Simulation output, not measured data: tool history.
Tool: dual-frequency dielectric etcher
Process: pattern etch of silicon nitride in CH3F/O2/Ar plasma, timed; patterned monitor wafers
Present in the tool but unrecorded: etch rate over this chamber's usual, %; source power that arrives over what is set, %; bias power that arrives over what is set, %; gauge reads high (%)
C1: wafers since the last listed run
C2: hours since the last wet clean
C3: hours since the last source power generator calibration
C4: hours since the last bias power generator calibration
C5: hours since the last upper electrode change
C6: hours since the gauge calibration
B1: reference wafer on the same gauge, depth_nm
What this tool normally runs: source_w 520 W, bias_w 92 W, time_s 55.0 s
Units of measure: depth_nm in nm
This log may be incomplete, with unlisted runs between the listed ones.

{"run": 1, "hour": 0.0, "source_w": 520, "bias_w": 87, "time_s": 63.0, "C1": 0, "C2": 159.5, "C3": 3655.5, "C4": 3030.0, "C5": 2344.4, "C6": 326.5, "B1": 40.8, "depth_nm": 50.54}
{"run": 2, "hour": 63.3, "source_w": 570, "bias_w": 92, "time_s": 55.0, "C1": 945, "C2": 222.8, "C3": 3718.8, "C4": 3093.3, "C5": 2407.7, "C6": 389.8, "B1": 40.79, "depth_nm": 46.95}
{"run": 3, "hour": 117.1, "source_w": 570, "bias_w": 92, "time_s": 55.0, "C1": 803, "C2": 276.6, "C3": 3772.6, "C4": 3147.1, "C5": 2461.5, "C6": 443.6, "B1": 40.87, "depth_nm": 47.17}
{"run": 4, "hour": 184.2, "source_w": 570, "bias_w": 92, "time_s": 55.0, "C1": 1002, "C2": 343.7, "C3": 3839.7, "C4": 3214.2, "C5": 2528.6, "C6": 510.7, "B1": 40.81, "depth_nm": 47.19}
{"hour": 257.9, "done": "wet clean of the chamber"}
{"run": 5, "hour": 258.4, "source_w": 470, "bias_w": 92, "time_s": 66.0, "C1": 749, "C2": 0.5, "C3": 3913.9, "C4": 3288.4, "C5": 2602.8, "C6": 584.9, "B1": 40.72, "depth_nm": 51.91}
{"run": 6, "hour": 306.7, "source_w": 470, "bias_w": 92, "time_s": 66.0, "C1": 721, "C2": 48.8, "C3": 3962.2, "C4": 3336.7, "C5": 2651.1, "C6": 633.2, "B1": 40.77, "depth_nm": 52.23}
{"run": 7, "hour": 335.1, "source_w": 470, "bias_w": 92, "time_s": 66.0, "C1": 424, "C2": 77.2, "C3": 3990.6, "C4": 3365.1, "C5": 2679.5, "C6": 661.6, "B1": 40.74, "depth_nm": 52.17}
{"run": 8, "hour": 388.9, "source_w": 520, "bias_w": 102, "time_s": 55.0, "C1": 803, "C2": 131.0, "C3": 4044.4, "C4": 3418.9, "C5": 2733.3, "C6": 715.4, "B1": 40.79, "depth_nm": 46.92}
{"run": 9, "hour": 443.7, "source_w": 520, "bias_w": 102, "time_s": 55.0, "C1": 818, "C2": 185.8, "C3": 4099.2, "C4": 3473.7, "C5": 2788.1, "C6": 770.2, "B1": 40.84, "depth_nm": 47.82}
{"hour": 497.8, "done": "gauge calibrated"}
{"run": 10, "hour": 509.6, "source_w": 520, "bias_w": 102, "time_s": 55.0, "C1": 984, "C2": 251.7, "C3": 4165.1, "C4": 3539.6, "C5": 2854.0, "C6": 11.8, "B1": 40.87, "depth_nm": 47.23}
{"hour": 538.5, "done": "upper electrode replaced"}
{"run": 11, "hour": 539.0, "source_w": 520, "bias_w": 92, "time_s": 55.0, "C1": 80, "C2": 281.1, "C3": 4194.5, "C4": 3569.0, "C5": 0.5, "C6": 41.2, "B1": 40.79, "depth_nm": 45.67}
{"hour": 593.5, "done": "wet clean of the chamber"}
{"run": 12, "hour": 600.3, "source_w": 520, "bias_w": 92, "time_s": 55.0, "C1": 557, "C2": 6.8, "C3": 4255.8, "C4": 3630.3, "C5": 61.8, "C6": 102.5, "B1": 40.85, "depth_nm": 45.32}
{"run": 13, "hour": 627.0, "source_w": 520, "bias_w": 92, "time_s": 55.0, "C1": 398, "C2": 33.5, "C3": 4282.5, "C4": 3657.0, "C5": 88.5, "C6": 129.2, "B1": 40.85, "depth_nm": 45.53}
{"run": 14, "hour": 666.6, "source_w": 520, "bias_w": 92, "time_s": 55.0, "C1": 591, "C2": 73.1, "C3": 4322.1, "C4": 3696.6, "C5": 128.1, "C6": 168.8, "B1": 40.78, "depth_nm": 45.23}
{"run": 15, "hour": 711.6, "source_w": 460, "bias_w": 82, "time_s": 55.0, "C1": 672, "C2": 118.1, "C3": 4367.1, "C4": 3741.6, "C5": 173.1, "C6": 213.8, "B1": 40.83, "depth_nm": 41.23}
{"run": 16, "hour": 771.9, "source_w": 520, "bias_w": 102, "time_s": 45.5, "C1": 900, "C2": 178.4, "C3": 4427.4, "C4": 3801.9, "C5": 233.4, "C6": 274.1, "B1": 40.81, "depth_nm": 39.13}
{"run": 17, "hour": 817.3, "source_w": 470, "bias_w": 78, "time_s": 55.0, "C1": 678, "C2": 223.8, "C3": 4472.8, "C4": 3847.3, "C5": 278.8, "C6": 319.5, "B1": 40.78, "depth_nm": 41.13}
{"hour": 849.4, "done": "bias power generator calibrated"}
{"run": 18, "hour": 852.2, "source_w": 520, "bias_w": 79, "time_s": 69.0, "C1": 461, "C2": 258.7, "C3": 4507.7, "C4": 2.8, "C5": 313.7, "C6": 354.4, "B1": 40.82, "depth_nm": 53.42}
{"run": 19, "hour": 883.0, "source_w": 410, "bias_w": 108, "time_s": 39.0, "C1": 460, "C2": 289.5, "C3": 4538.5, "C4": 33.6, "C5": 344.5, "C6": 385.2, "B1": 40.83, "depth_nm": 31.77}
{"run": 20, "hour": 907.4, "source_w": 490, "bias_w": 85, "time_s": 62.5, "C1": 364, "C2": 313.9, "C3": 4562.9, "C4": 58.0, "C5": 368.9, "C6": 409.6, "B1": 40.78, "depth_nm": 48.85}
{"hour": 960.2, "done": "wet clean of the chamber"}
{"run": 21, "hour": 960.7, "source_w": 440, "bias_w": 72, "time_s": 40.5, "C1": 437, "C2": 0.5, "C3": 4616.2, "C4": 111.3, "C5": 422.2, "C6": 462.9, "B1": 40.79, "depth_nm": 28.01}
{"run": 22, "hour": 1010.2, "source_w": 520, "bias_w": 92, "time_s": 55.0, "C1": 739, "C2": 50.0, "C3": 4665.7, "C4": 160.8, "C5": 471.7, "C6": 512.4, "B1": 40.78, "depth_nm": 44.84}
{"hour": 1028.3, "done": "source power generator calibrated"}
{"run": 23, "hour": 1037.3, "source_w": 520, "bias_w": 92, "time_s": 55.0, "C1": 345, "C2": 77.1, "C3": 9.0, "C4": 187.9, "C5": 498.8, "C6": 539.5, "B1": 40.79, "depth_nm": 45.07}
{"run": 24, "hour": 1095.4, "source_w": 440, "bias_w": 100, "time_s": 69.5, "C1": 867, "C2": 135.2, "C3": 67.1, "C4": 246.0, "C5": 556.9, "C6": 597.6, "B1": 40.78, "depth_nm": 55.93}
{"run": 25, "hour": 1145.0, "source_w": 520, "bias_w": 92, "time_s": 55.0, "C1": 740, "C2": 184.8, "C3": 116.7, "C4": 295.6, "C5": 606.5, "C6": 647.2, "B1": 40.8, "depth_nm": 45.42}
{"run": 26, "hour": 1205.8, "source_w": 520, "bias_w": 92, "time_s": 55.0, "C1": 908, "C2": 245.6, "C3": 177.5, "C4": 356.4, "C5": 667.3, "C6": 708.0, "B1": 40.79, "depth_nm": 45.68}
{"hour": 1235.0, "done": "gauge calibrated"}
{"run": 27, "hour": 1269.9, "source_w": 520, "bias_w": 92, "time_s": 43.0, "C1": 957, "C2": 309.7, "C3": 241.6, "C4": 420.5, "C5": 731.4, "C6": 34.9, "B1": 40.81, "depth_nm": 35.55}
{"hour": 1355.8, "done": "wet clean of the chamber"}
{"run": 28, "hour": 1356.3, "source_w": 440, "bias_w": 84, "time_s": 60.5, "C1": 932, "C2": 0.5, "C3": 328.0, "C4": 506.9, "C5": 817.8, "C6": 121.3, "B1": 40.77, "depth_nm": 44.57}

Predict each of these 3 candidate next runs independently; none follows another, all start after run 28:
{"run": "A", "hour": 1356.7, "source_w": 520, "bias_w": 92, "time_s": 44.5, "C1": 5, "C2": 0.9, "C3": 328.4, "C4": 507.3, "C5": 818.2, "C6": 121.7, "B1": "?", "depth_nm": "?"}
{"run": "B", "hour": 1356.7, "source_w": 610, "bias_w": 106, "time_s": 49.5, "C1": 5, "C2": 0.9, "C3": 328.4, "C4": 507.3, "C5": 818.2, "C6": 121.7, "B1": "?", "depth_nm": "?"}
{"run": "C", "hour": 1356.7, "source_w": 520, "bias_w": 71, "time_s": 55.0, "C1": 5, "C2": 0.9, "C3": 328.4, "C4": 507.3, "C5": 818.2, "C6": 121.7, "B1": "?", "depth_nm": "?"}

run=A B1=40.78 depth_nm=36.62
run=B B1=40.78 depth_nm=46.02
run=C B1=40.78 depth_nm=40.52
Without the tool's unlogged condition, the same runs would have read:
run=A depth_nm=36.45
run=B depth_nm=45.81
run=C depth_nm=40.34
